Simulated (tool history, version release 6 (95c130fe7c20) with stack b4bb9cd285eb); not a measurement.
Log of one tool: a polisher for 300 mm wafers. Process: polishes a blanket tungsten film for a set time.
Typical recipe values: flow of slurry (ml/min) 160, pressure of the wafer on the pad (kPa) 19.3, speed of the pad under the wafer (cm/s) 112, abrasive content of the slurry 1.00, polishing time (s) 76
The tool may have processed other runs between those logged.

run    hour  flow of slurry (ml/min)  pressure of the wafer on the pad (kPa)  speed of the pad under the wafer (cm/s)  abrasive content of the slurry  polishing time (s)  wafers since the last listed run  wafers polished on this pad  hours since the slurry nozzle was cleaned  hours since the head pressure was calibrated  hours since the slurry blender was calibrated  hours since the slurry got fresh peroxide  incoming thickness of the incoming film, nm  film removed (angstrom)
  1     0.0                      160                                    19.3                                      112                            0.75                  76                                 0                            7                                      429.6                                         540.0                                          100.0                                      369.1                                       1063.7                     2350
  2    75.6                      160                                    19.3                                      112                            1.00                  76                               957                          964                                      505.2                                         615.6                                          175.6                                      444.7                                       1061.3                     2505
  3   149.5                      160                                    19.3                                      112                            1.00                  76                               935                         1900                                      579.1                                         689.5                                          249.5                                      518.6                                       1071.3                     2470
      177.8  -- slurry tank refilled with fresh slurry and peroxide
  4   251.9                      160                                    19.3                                      112                            1.00                  76                              1283                         3184                                      681.5                                         791.9                                          351.9                                       74.1                                       1085.7                     2410
  5   344.0                      160                                    19.3                                      112                            1.00                  76                              1165                         4349                                      773.6                                         884.0                                          444.0                                      166.2                                       1090.5                     2522
      363.6  -- slurry blender recalibrated
      374.2  -- slurry nozzle cleaned
  6   407.3                      160                                    19.3                                      112                            1.10                  76                               763                         5113                                       33.1                                         947.3                                           43.7                                      229.5                                       1096.7                     2605
  7   450.7                      160                                    19.3                                      112                            1.00                  96                               549                         5662                                       76.5                                         990.7                                           87.1                                      272.9                                       1091.4                     3120
  8   555.3                      160                                    19.3                                      112                            1.00                  76                              1324                         6986                                      181.1                                        1095.3                                          191.7                                      377.5                                       1075.3                     2511
      572.6  -- worn pad replaced by a new one
  9   635.8                      205                                    19.3                                       88                            1.00                  76                               968                          799                                      261.6                                        1175.8                                          272.2                                      458.0                                       1074.3                     2049
      648.1  -- slurry tank refilled with fresh slurry and peroxide
      652.1  -- head pressure recalibrated
 10   731.1                      160                                    19.3                                      112                            1.15                  76                              1168                         1968                                      356.9                                          79.0                                          367.5                                       83.0                                       1082.4                     2514
      865.1  -- slurry blender recalibrated
 11   918.5                      160                                    19.3                                      112                            1.15                  76                              2347                         4315                                      544.3                                         266.4                                           53.4                                      270.4                                       1078.3                     2557
 12   959.8                      115                                    19.3                                      112                            1.00                  76                               522                         4838                                      585.6                                         307.7                                           94.7                                      311.7                                       1099.8                     2301
 13  1037.2                      160                                    19.3                                       72                            1.00                  76                               979                         5817                                      663.0                                         385.1                                          172.1                                      389.1                                       1073.0                     1602
     1118.3  -- slurry tank refilled with fresh slurry and peroxide
 14  1124.6                      125                                    19.3                                      112                            1.00                  76                              1093                         6911                                      750.4                                         472.5                                          259.5                                        6.3                                       1075.5                     2442
     1186.6  -- worn pad replaced by a new one
 15  1223.5                      160                                    19.3                                      112                            1.00                  76                              1201                          467                                      849.3                                         571.4                                          358.4                                      105.2                                       1074.7                     2515
 16  1262.6                      160                                    19.3                                      112                            1.00                  94                               494                          962                                      888.4                                         610.5                                          397.5                                      144.3                                       1071.1                     3090
     1331.7  -- slurry nozzle cleaned
 17  1349.7                      160                                    19.3                                      112                            1.00                  76                              1089                         2052                                       18.0                                         697.6                                          484.6                                      231.4                                       1081.4                     2515
 18  1441.5                      120                                    19.3                                      112                            1.00                  94                              1162                         3214                                      109.8                                         789.4                                          576.4                                      323.2                                       1082.7                     2932
     1448.1  -- slurry blender recalibrated
 19  1497.0                      160                                    19.3                                      112                            1.00                  76                               677                         3891                                      165.3                                         844.9                                           48.9                                      378.7                                       1101.4                     2461
 20  1565.6                      160                                    19.3                                      112                            1.00                  76                               868                         4759                                      233.9                                         913.5                                          117.5                                      447.3                                       1087.9                     2511
     1595.1  -- slurry tank refilled with fresh slurry and peroxide
 21  1606.8                      160                                    19.3                                      112                            1.25                  93                               508                         5268                                      275.1                                         954.7                                          158.7                                       11.7                                       1097.3                     3200
 22  1691.4                      110                                    24.1                                      112                            1.00                  76                              1070                         6339                                      359.7                                        1039.3                                          243.3                                       96.3                                       1082.3                     2780
     1755.0  -- head pressure recalibrated
 23  1764.7                      160                                    22.1                                      112                            1.00                  76                               902                         7242                                      433.0                                           9.7                                          316.6                                      169.6                                       1083.4                     2794
     1779.6  -- worn pad replaced by a new one
 24  1824.2                      115                                    19.3                                      138                            1.30                  69                               702                          564                                      492.5                                          69.2                                          376.1                                      229.1                                       1064.3                     2767
 25  1897.5                      160                                    16.5                                      112                            1.30                  76                               927                         1492                                      565.8                                         142.5                                          449.4                                      302.4                                       1083.0                     2394
 26  1940.8                      160                                    19.3                                      112                            1.00                  76                               548                         2040                                      609.1                                         185.8                                          492.7                                      345.7                                       1069.3                     2484

Hidden state at the last listed run before each entry between runs and at the first one after, where it differs:
Logged between run 3 and run 4: slurry tank refilled with fresh slurry and peroxide (hour 177.8)
  no difference in the tool's unlogged condition between these two runs
Logged between run 5 and run 6: slurry blender recalibrated (hour 363.6); slurry nozzle cleaned (hour 374.2)
  no difference in the tool's unlogged condition between these two runs
Logged between run 8 and run 9: worn pad replaced by a new one (hour 572.6)
  no difference in the tool's unlogged condition between these two runs
Logged between run 9 and run 10: slurry tank refilled with fresh slurry and peroxide (hour 648.1); head pressure recalibrated (hour 652.1)
  no difference in the tool's unlogged condition between these two runs
Logged between run 10 and run 11: slurry blender recalibrated (hour 865.1)
  no difference in the tool's unlogged condition between these two runs
Logged between run 13 and run 14: slurry tank refilled with fresh slurry and peroxide (hour 1118.3)
  no difference in the tool's unlogged condition between these two runs
Logged between run 14 and run 15: worn pad replaced by a new one (hour 1186.6)
  no difference in the tool's unlogged condition between these two runs
Logged between run 16 and run 17: slurry nozzle cleaned (hour 1331.7)
  no difference in the tool's unlogged condition between these two runs
Logged between run 18 and run 19: slurry blender recalibrated (hour 1448.1)
  no difference in the tool's unlogged condition between these two runs
Logged between run 20 and run 21: slurry tank refilled with fresh slurry and peroxide (hour 1595.1)
  no difference in the tool's unlogged condition between these two runs
Logged between run 22 and run 23: head pressure recalibrated (hour 1755.0)
  no difference in the tool's unlogged condition between these two runs
Logged between run 23 and run 24: worn pad replaced by a new one (hour 1779.6)
  no difference in the tool's unlogged condition between these two runs
